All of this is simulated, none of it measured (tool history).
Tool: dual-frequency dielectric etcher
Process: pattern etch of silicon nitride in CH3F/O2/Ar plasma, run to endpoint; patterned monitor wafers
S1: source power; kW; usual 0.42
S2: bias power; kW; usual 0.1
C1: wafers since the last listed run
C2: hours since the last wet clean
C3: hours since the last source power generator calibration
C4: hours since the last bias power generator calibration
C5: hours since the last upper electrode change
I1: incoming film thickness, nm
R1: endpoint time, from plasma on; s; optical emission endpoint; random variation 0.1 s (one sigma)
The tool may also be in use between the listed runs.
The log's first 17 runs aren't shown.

At hour 232.4: upper electrode replaced.
Run 18, hour 232.9: usual settings but S1 0.38 kW; C1 77; C2 141.2; C3 49.3; C4 3256.9; C5 0.5; I1 26.35. Result: R1 35.2 s.
Run 19, hour 233.2: usual settings but S1 0.39 kW, S2 0.123 kW; C1 5; C2 141.5; C3 49.6; C4 3257.2; C5 0.8; I1 26.33. Result: R1 31.9 s.
Run 20, hour 246.2: usual settings but S1 0.48 kW, S2 0.109 kW; C1 250; C2 154.5; C3 62.6; C4 3270.2; C5 13.8; I1 26.45. Result: R1 31.6 s.
At hour 255.8: bias power generator calibrated.
Run 21, hour 257.9: usual settings but S1 0.48 kW; C1 148; C2 166.2; C3 74.3; C4 2.1; C5 25.5; I1 26.47. Result: R1 32.7 s.
Run 22, hour 271.7: usual settings; C1 266; C2 180; C3 88.1; C4 15.9; C5 39.3; I1 26.28. Result: R1 34.2 s.
Run 23, hour 285: usual settings but S1 0.36 kW, S2 0.091 kW; C1 256; C2 193.3; C3 101.4; C4 29.2; C5 52.6; I1 26.32. Result: R1 37.4 s.
Run 24, hour 302.3: usual settings but S1 0.52 kW; C1 333; C2 210.6; C3 118.7; C4 46.5; C5 69.9; I1 26.14. Result: R1 31.4 s.
Run 25, hour 312.7: usual settings but S1 0.34 kW; C1 200; C2 221; C3 129.1; C4 56.9; C5 80.3; I1 26.27. Result: R1 36.6 s.
Run 26, hour 319.7: usual settings but S1 0.52 kW, S2 0.116 kW; C1 134; C2 228; C3 136.1; C4 63.9; C5 87.3; I1 26.4. Result: R1 30.2 s.
Run 27, hour 332: usual settings but S1 0.39 kW, S2 0.088 kW; C1 237; C2 240.3; C3 148.4; C4 76.2; C5 99.6; I1 26.26. Result: R1 37.1 s.
Run 28, hour 338.3: usual settings but S1 0.46 kW; C1 121; C2 246.6; C3 154.7; C4 82.5; C5 105.9; I1 26.46. Result: R1 33.5 s.
Run 29, hour 346.2: usual settings; C1 152; C2 254.5; C3 162.6; C4 90.4; C5 113.8; I1 26.47. Result: R1 34.4 s.
Run 30, hour 359.8: usual settings but S1 0.46 kW, S2 0.111 kW; C1 262; C2 268.1; C3 176.2; C4 104; C5 127.4; I1 26.25. Result: R1 31.8 s.
Run 31, hour 373.4: usual settings but S2 0.08 kW; C1 262; C2 281.7; C3 189.8; C4 117.6; C5 141; I1 26.61. Result: R1 38.3 s.
Run 32, hour 383: usual settings but S1 0.38 kW, S2 0.09 kW; C1 185; C2 291.3; C3 199.4; C4 127.2; C5 150.6; I1 26.34. Result: R1 37.3 s.
Run 33, hour 397.9: usual settings but S2 0.114 kW; C1 287; C2 306.2; C3 214.3; C4 142.1; C5 165.5; I1 26.58. Result: R1 32.8 s.
Run 34, hour 404.6: usual settings but S1 0.36 kW, S2 0.109 kW; C1 129; C2 312.9; C3 221; C4 148.8; C5 172.2; I1 26.35. Result: R1 35.1 s.
Run 35, hour 415.6: usual settings but S2 0.117 kW; C1 212; C2 323.9; C3 232; C4 159.8; C5 183.2; I1 26.34. Result: R1 32.2 s.
Run 36, hour 438.9: usual settings but S1 0.37 kW, S2 0.114 kW; C1 449; C2 347.2; C3 255.3; C4 183.1; C5 206.5; I1 26.35. Result: R1 34 s.

3 ways to go on from here, each from the tool as it stands after run 36. What would each give?
Run A, hour 439.3: usual settings but S2 0.079 kW; C1 7; C2 347.6; C3 255.7; C4 183.5; C5 206.9; I1 26.46. Result: R1 ?.
Run B, hour 439.3: usual settings but S2 0.078 kW; C1 7; C2 347.6; C3 255.7; C4 183.5; C5 206.9; I1 26.46. Result: R1 ?.
Run C, hour 439.3: usual settings but S1 0.33 kW, S2 0.084 kW; C1 7; C2 347.6; C3 255.7; C4 183.5; C5 206.9; I1 26.46. Result: R1 ?.

run    R1
  A  38.3
  B  38.5
  C  40.4
Without the tool's hidden state the same runs would have given:
run    R1
  A  37.4
  B  37.6
  C  39.5
